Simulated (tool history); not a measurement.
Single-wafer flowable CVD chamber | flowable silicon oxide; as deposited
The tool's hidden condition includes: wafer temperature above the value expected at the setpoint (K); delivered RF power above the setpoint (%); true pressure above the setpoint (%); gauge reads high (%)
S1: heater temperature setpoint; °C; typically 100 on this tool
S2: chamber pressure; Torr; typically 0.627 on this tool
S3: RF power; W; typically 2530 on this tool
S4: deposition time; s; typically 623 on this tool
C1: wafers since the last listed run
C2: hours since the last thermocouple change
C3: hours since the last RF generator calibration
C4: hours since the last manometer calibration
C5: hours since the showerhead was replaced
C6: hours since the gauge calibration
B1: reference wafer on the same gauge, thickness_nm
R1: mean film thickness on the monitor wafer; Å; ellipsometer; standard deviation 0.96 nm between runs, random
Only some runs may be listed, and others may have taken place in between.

| run | hour | S1 | S2 | S3 | S4 | C1 | C2 | C3 | C4 | C5 | C6 | B1 | R1 |
|---|---|---|---|---|---|---|---|---|---|---|---|---|---|
| 1 | 0.0 | 100 | 0.666 | 2530 | 623 | 0 | 1883.5 | 113.4 | 1704.9 | 4320.9 | 1524.7 | 271.727 | 2917.86 |
|  | 37.5 | showerhead replaced |
| 2 | 82.2 | 100 | 0.666 | 2530 | 623 | 306 | 1965.7 | 195.6 | 1787.1 | 44.7 | 1606.9 | 271.766 | 2903.90 |
| 3 | 188.8 | 100 | 0.666 | 2530 | 623 | 440 | 2072.3 | 302.2 | 1893.7 | 151.3 | 1713.5 | 272.133 | 2906.28 |
| 4 | 263.8 | 100 | 0.627 | 2210 | 623 | 310 | 2147.3 | 377.2 | 1968.7 | 226.3 | 1788.5 | 271.732 | 2677.76 |
| 5 | 347.4 | 100 | 0.627 | 2210 | 623 | 345 | 2230.9 | 460.8 | 2052.3 | 309.9 | 1872.1 | 271.620 | 2683.92 |
| 6 | 388.6 | 100 | 0.627 | 2210 | 623 | 170 | 2272.1 | 502.0 | 2093.5 | 351.1 | 1913.3 | 272.350 | 2674.58 |
| 7 | 467.4 | 100 | 0.627 | 2530 | 623 | 325 | 2350.9 | 580.8 | 2172.3 | 429.9 | 1992.1 | 271.945 | 2697.53 |
| 8 | 505.1 | 100 | 0.627 | 2530 | 623 | 155 | 2388.6 | 618.5 | 2210.0 | 467.6 | 2029.8 | 272.055 | 2696.76 |
| 9 | 589.5 | 113 | 0.627 | 2530 | 743 | 349 | 2473.0 | 702.9 | 2294.4 | 552.0 | 2114.2 | 272.065 | 2106.44 |
| 10 | 692.3 | 100 | 0.472 | 2530 | 708 | 425 | 2575.8 | 805.7 | 2397.2 | 654.8 | 2217.0 | 271.822 | 2311.32 |
|  | 726.7 | gauge calibrated |
|  | 735.3 | thermocouple changed; heater temperature recalibrated |
| 11 | 761.9 | 100 | 0.551 | 2270 | 623 | 254 | 26.6 | 875.3 | 2466.8 | 724.4 | 35.2 | 271.695 | 2334.70 |
| 12 | 838.0 | 87 | 0.532 | 2530 | 623 | 314 | 102.7 | 951.4 | 2542.9 | 800.5 | 111.3 | 272.156 | 3446.06 |
| 13 | 895.6 | 93 | 0.561 | 2925 | 572 | 238 | 160.3 | 1009.0 | 2600.5 | 858.1 | 168.9 | 272.631 | 2811.02 |
| 14 | 992.1 | 93 | 0.545 | 2790 | 623 | 399 | 256.8 | 1105.5 | 2697.0 | 954.6 | 265.4 | 272.026 | 2952.18 |
| 15 | 1061.7 | 100 | 0.627 | 2165 | 623 | 287 | 326.4 | 1175.1 | 2766.6 | 1024.2 | 335.0 | 271.828 | 2625.84 |
|  | 1128.1 | RF generator calibrated |
| 16 | 1148.6 | 100 | 0.627 | 2840 | 583 | 326 | 413.3 | 20.5 | 2853.5 | 1111.1 | 421.9 | 271.747 | 2525.09 |
| 17 | 1228.5 | 113 | 0.627 | 2530 | 548 | 330 | 493.2 | 100.4 | 2933.4 | 1191.0 | 501.8 | 271.846 | 1526.44 |
|  | 1263.2 | capacitance manometer re-zeroed and calibrated |
| 18 | 1400.7 | 100 | 0.724 | 2530 | 623 | 679 | 665.4 | 272.6 | 137.5 | 1363.2 | 674.0 | 272.222 | 3192.43 |
| 19 | 1457.3 | 100 | 0.675 | 2895 | 623 | 234 | 722.0 | 329.2 | 194.1 | 1419.8 | 730.6 | 272.168 | 3021.83 |
| 20 | 1497.1 | 100 | 0.627 | 2835 | 623 | 164 | 761.8 | 369.0 | 233.9 | 1459.6 | 770.4 | 271.506 | 2797.47 |
| 21 | 1546.4 | 100 | 0.627 | 2905 | 707 | 203 | 811.1 | 418.3 | 283.2 | 1508.9 | 819.7 | 271.837 | 3165.58 |
| 22 | 1652.5 | 105 | 0.759 | 2530 | 623 | 438 | 917.2 | 524.4 | 389.3 | 1615.0 | 925.8 | 271.576 | 2839.17 |
| 23 | 1692.6 | 112 | 0.627 | 2820 | 534 | 165 | 957.3 | 564.5 | 429.4 | 1655.1 | 965.9 | 272.566 | 1617.84 |
| 24 | 1778.2 | 109 | 0.551 | 2220 | 504 | 353 | 1042.9 | 650.1 | 515.0 | 1740.7 | 1051.5 | 272.362 | 1427.58 |
| 25 | 1820.4 | 100 | 0.667 | 2530 | 623 | 174 | 1085.1 | 692.3 | 557.2 | 1782.9 | 1093.7 | 272.187 | 2922.61 |
| 26 | 1871.1 | 100 | 0.627 | 2890 | 623 | 209 | 1135.8 | 743.0 | 607.9 | 1833.6 | 1144.4 | 271.847 | 2798.53 |
| 27 | 2027.5 | 93 | 0.545 | 2790 | 623 | 646 | 1292.2 | 899.4 | 764.3 | 1990.0 | 1300.8 | 271.913 | 3042.10 |
|  | 2074.5 | RF generator calibrated |
| 28 | 2075.0 | 100 | 0.627 | 2985 | 623 | 163 | 1339.7 | 0.5 | 811.8 | 2037.5 | 1348.3 | 271.593 | 2805.90 |
| 29 | 2138.3 | 100 | 0.754 | 2530 | 623 | 261 | 1403.0 | 63.8 | 875.1 | 2100.8 | 1411.6 | 272.177 | 3319.08 |

Predict each of these 3 candidate next runs independently; none follows another, all start after run 29:
| A | 2138.9 | 88 | 0.627 | 2530 | 623 | 2 | 1403.6 | 64.4 | 875.7 | 2101.4 | 1412.2 | ? | ? |
| B | 2138.9 | 93 | 0.771 | 2530 | 697 | 2 | 1403.6 | 64.4 | 875.7 | 2101.4 | 1412.2 | ? | ? |
| C | 2138.9 | 113 | 0.558 | 2740 | 680 | 2 | 1403.6 | 64.4 | 875.7 | 2101.4 | 1412.2 | ? | ? |

| run | B1 | R1 |
|---|---|---|
| A | 271.981 | 4053.39 |
| B | 271.981 | 4773.82 |
| C | 271.981 | 1758.50 |
Stripped of hidden state, with their random variation kept, the same runs would have yielded:
| run | R1 |
|---|---|
| A | 4053.68 |
| B | 4774.15 |
| C | 1758.63 |

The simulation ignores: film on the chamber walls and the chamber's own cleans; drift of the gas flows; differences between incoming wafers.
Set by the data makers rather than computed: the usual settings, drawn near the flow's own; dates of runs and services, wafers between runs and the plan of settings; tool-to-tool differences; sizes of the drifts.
